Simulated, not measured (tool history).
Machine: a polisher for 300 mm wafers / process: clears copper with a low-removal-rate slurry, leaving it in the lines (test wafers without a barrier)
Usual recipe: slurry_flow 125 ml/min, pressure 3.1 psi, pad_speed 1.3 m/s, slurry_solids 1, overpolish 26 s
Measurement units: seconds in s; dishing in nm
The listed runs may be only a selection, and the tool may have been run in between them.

run	hour	slurry_flow	pressure	pad_speed	slurry_solids	overpolish	wafers since the last listed run	wafers polished on this pad	hours since the slurry nozzle was cleaned	hours since the head pressure was calibrated	hours since the slurry blender was calibrated	incoming thickness of the incoming film, nm	seconds	dishing
1	0	125	3.1	1.3	1	26	0	104	168	104.5	92.4	447.4	130.2	56.1
2	30.7	125	3.1	1.3	1	26	189	293	198.7	135.2	123.1	458.6	136.6	53.6
3	63.7	125	3.6	1.3	1	26	203	497	231.7	168.2	156.1	447.5	116.9	60.8
4	105.7	125	3.6	1.3	1	26	258	756	273.7	210.2	198.1	455.5	121.7	58.4
5	142.3	125	3.6	1.3	1	26	225	981	310.3	246.8	234.7	448.3	121.9	59
6	197.5	125	3.1	1.3	0.8	26	340	1322	365.5	302	289.9	447.6	144.6	52
7	238.8	110	3.1	1.3	1	26	254	1576	406.8	343.3	331.2	458.1	145.8	52.2
# hour 245.2: worn pad replaced by a new one
8	284.4	125	2.4	1.3	1	30	256	241	452.4	388.9	376.8	455.5	175.8	51.5
# hour 291.1: slurry nozzle cleaned
# hour 302.5: slurry blender recalibrated
9	431.2	125	2.4	1.3	1	30	886	1128	140.1	535.7	128.7	440.4	177.9	47.5
10	483	125	2.6	1.3	1	26	319	1447	191.9	587.5	180.5	441.9	158.5	47.6
# hour 525.6: worn pad replaced by a new one
11	537.2	125	2.6	1.3	1	26	309	71	246.1	641.7	234.7	456.2	158.7	48.5
# hour 657: slurry blender recalibrated
12	657.5	125	3.1	1.3	1	26	729	801	366.4	762	0.5	448.9	137.9	54.5
# hour 728.5: slurry nozzle cleaned
# hour 797.9: head pressure recalibrated
13	822.6	125	3.1	1.02	1.15	26	999	1800	94.1	24.7	165.6	450.1	162.3	48.1
# hour 833.1: worn pad replaced by a new one
14	874.9	125	3.1	1.3	1	26	297	257	146.4	77	217.9	448.1	134.7	56.4
15	941.4	125	3.1	1.1	1.2	17	410	667	212.9	143.5	284.4	454.1	150.1	38.9
# hour 979.9: slurry blender recalibrated
16	1001.2	125	3.1	1.3	1	26	356	1023	272.7	203.3	21.3	449.6	141	53.9
17	1027.3	125	3.1	1.56	1	12	160	1184	298.8	229.4	47.4	453.4	124.6	34.5
# hour 1086: worn pad replaced by a new one
18	1098.2	95	3.6	1.3	1.2	40	412	74	369.7	300.3	118.3	449.9	121.1	72.4
# hour 1125.9: slurry nozzle cleaned
19	1138.8	125	3.1	1.3	1	26	244	319	12.9	340.9	158.9	444.6	132.9	56
20	1202.4	125	3.1	1.3	1	26	392	711	76.5	404.5	222.5	449.7	139.5	53.6
21	1247.7	100	3.1	1.3	1.3	26	279	990	121.8	449.8	267.8	446.8	144.3	52.2
22	1286.8	90	4.1	1.3	0.9	40	241	1231	160.9	488.9	306.9	455.6	121.1	75.8
23	1346.7	125	3.1	1.3	1	26	369	1601	220.8	548.8	366.8	440.9	139.2	53.8
# hour 1382.2: worn pad replaced by a new one
# hour 1386: slurry blender recalibrated
24	1388.3	125	3.1	1.76	1	26	219	24	262.4	590.4	2.3	449.4	104.8	64.4
25	1446.3	125	3.1	1.3	0.85	26	357	382	320.4	648.4	60.3	455	142.5	52.2

Branching from run 25: 4 alternative next runs. What would each branch give?
A	1446.8	125	4.1	1.3	1	26	3	385	320.9	648.9	60.8	450.8	?	?
B	1446.8	105	2.3	1.3	0.8	40	3	385	320.9	648.9	60.8	450.8	?	?
C	1446.8	125	3.1	1.3	0.7	26	3	385	320.9	648.9	60.8	450.8	?	?
D	1446.8	85	3.1	0.94	1.15	14	3	385	320.9	648.9	60.8	450.8	?	?

run	seconds	dishing
A	102.3	65.1
B	197.6	54.9
C	143.4	52.5
D	185.9	27.2
With the hidden condition removed and each run's random variation left untouched, the same runs would have given:
run	seconds	dishing
A	99	66.3
B	191.2	56
C	138.7	53.6
D	179.9	27.9

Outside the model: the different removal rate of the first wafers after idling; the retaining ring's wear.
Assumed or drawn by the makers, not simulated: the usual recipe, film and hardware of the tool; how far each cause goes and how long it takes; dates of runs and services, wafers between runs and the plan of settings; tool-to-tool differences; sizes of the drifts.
